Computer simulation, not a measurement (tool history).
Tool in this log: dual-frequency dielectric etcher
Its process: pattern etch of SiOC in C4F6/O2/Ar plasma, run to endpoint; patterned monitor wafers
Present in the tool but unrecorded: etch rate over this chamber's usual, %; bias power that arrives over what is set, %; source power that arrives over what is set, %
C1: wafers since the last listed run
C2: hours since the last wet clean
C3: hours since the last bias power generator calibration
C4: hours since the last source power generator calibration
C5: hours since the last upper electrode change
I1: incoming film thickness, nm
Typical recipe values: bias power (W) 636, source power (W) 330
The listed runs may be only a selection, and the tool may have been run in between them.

Run 1, hour 0.0: usual settings but bias power (W) 537, source power (W) 390; C1 0; C2 249.9; C3 3529.6; C4 1627.1; C5 2961.0; I1 29.48. Result: endpoint time (s) 9.1.
Run 2, hour 16.0: usual settings; C1 283; C2 265.9; C3 3545.6; C4 1643.1; C5 2977.0; I1 29.75. Result: endpoint time (s) 8.9.
Run 3, hour 22.7: usual settings; C1 118; C2 272.6; C3 3552.3; C4 1649.8; C5 2983.7; I1 29.60. Result: endpoint time (s) 8.8.
Run 4, hour 28.9: usual settings; C1 110; C2 278.8; C3 3558.5; C4 1656.0; C5 2989.9; I1 29.50. Result: endpoint time (s) 8.7.
Run 5, hour 35.3: usual settings; C1 113; C2 285.2; C3 3564.9; C4 1662.4; C5 2996.3; I1 29.99. Result: endpoint time (s) 8.9.
Run 6, hour 45.6: usual settings but source power (W) 370; C1 182; C2 295.5; C3 3575.2; C4 1672.7; C5 3006.6; I1 29.71. Result: endpoint time (s) 8.6.
Run 7, hour 58.8: usual settings but source power (W) 370; C1 234; C2 308.7; C3 3588.4; C4 1685.9; C5 3019.8; I1 29.51. Result: endpoint time (s) 8.5.
At hour 85.7: wet clean of the chamber.
Run 8, hour 86.2: usual settings but source power (W) 370; C1 60; C2 0.5; C3 3615.8; C4 1713.3; C5 3047.2; I1 29.72. Result: endpoint time (s) 8.9.
Run 9, hour 90.3: usual settings but source power (W) 280; C1 72; C2 4.6; C3 3619.9; C4 1717.4; C5 3051.3; I1 29.32. Result: endpoint time (s) 9.5.
At hour 105.8: source power generator calibrated.
Run 10, hour 106.3: usual settings but source power (W) 290; C1 212; C2 20.6; C3 3635.9; C4 0.5; C5 3067.3; I1 29.31. Result: endpoint time (s) 9.4.
At hour 127.2: bias power generator calibrated.
At hour 138.1: upper electrode replaced.
Run 11, hour 138.6: usual settings but bias power (W) 509, source power (W) 390; C1 308; C2 52.9; C3 11.4; C4 32.8; C5 0.5; I1 29.87. Result: endpoint time (s) 9.7.
Run 12, hour 138.9: usual settings but bias power (W) 688, source power (W) 380; C1 5; C2 53.2; C3 11.7; C4 33.1; C5 0.8; I1 29.53. Result: endpoint time (s) 8.5.
Run 13, hour 139.3: usual settings but bias power (W) 536; C1 7; C2 53.6; C3 12.1; C4 33.5; C5 1.2; I1 29.31. Result: endpoint time (s) 9.6.
Run 14, hour 155.1: usual settings but bias power (W) 592; C1 280; C2 69.4; C3 27.9; C4 49.3; C5 17.0; I1 29.51. Result: endpoint time (s) 9.4.
Run 15, hour 163.2: usual settings but bias power (W) 517, source power (W) 290; C1 143; C2 77.5; C3 36.0; C4 57.4; C5 25.1; I1 29.49. Result: endpoint time (s) 10.2.
Run 16, hour 174.3: usual settings but bias power (W) 714; C1 196; C2 88.6; C3 47.1; C4 68.5; C5 36.2; I1 29.69. Result: endpoint time (s) 8.6.
Run 17, hour 192.1: usual settings but bias power (W) 725, source power (W) 270; C1 315; C2 106.4; C3 64.9; C4 86.3; C5 54.0; I1 29.83. Result: endpoint time (s) 9.1.
Run 18, hour 209.6: usual settings; C1 310; C2 123.9; C3 82.4; C4 103.8; C5 71.5; I1 29.67. Result: endpoint time (s) 9.1.
Run 19, hour 220.9: usual settings; C1 200; C2 135.2; C3 93.7; C4 115.1; C5 82.8; I1 29.59. Result: endpoint time (s) 9.0.

Alternative continuations, all from the tool just after run 19; predict every row:
Run A, hour 221.3: usual settings but bias power (W) 694; C1 7; C2 135.6; C3 94.1; C4 115.5; C5 83.2; I1 29.55. Result: endpoint time (s) ?.
Run B, hour 221.3: usual settings but bias power (W) 571, source power (W) 380; C1 7; C2 135.6; C3 94.1; C4 115.5; C5 83.2; I1 29.55. Result: endpoint time (s) ?.
Run C, hour 221.3: usual settings but bias power (W) 510; C1 7; C2 135.6; C3 94.1; C4 115.5; C5 83.2; I1 29.55. Result: endpoint time (s) ?.

run  endpoint time (s)
  A                8.6
  B                9.0
  C                9.8
What these runs would have given with no unlogged condition in the tool:
run  endpoint time (s)
  A                8.8
  B                9.2
  C               10.0

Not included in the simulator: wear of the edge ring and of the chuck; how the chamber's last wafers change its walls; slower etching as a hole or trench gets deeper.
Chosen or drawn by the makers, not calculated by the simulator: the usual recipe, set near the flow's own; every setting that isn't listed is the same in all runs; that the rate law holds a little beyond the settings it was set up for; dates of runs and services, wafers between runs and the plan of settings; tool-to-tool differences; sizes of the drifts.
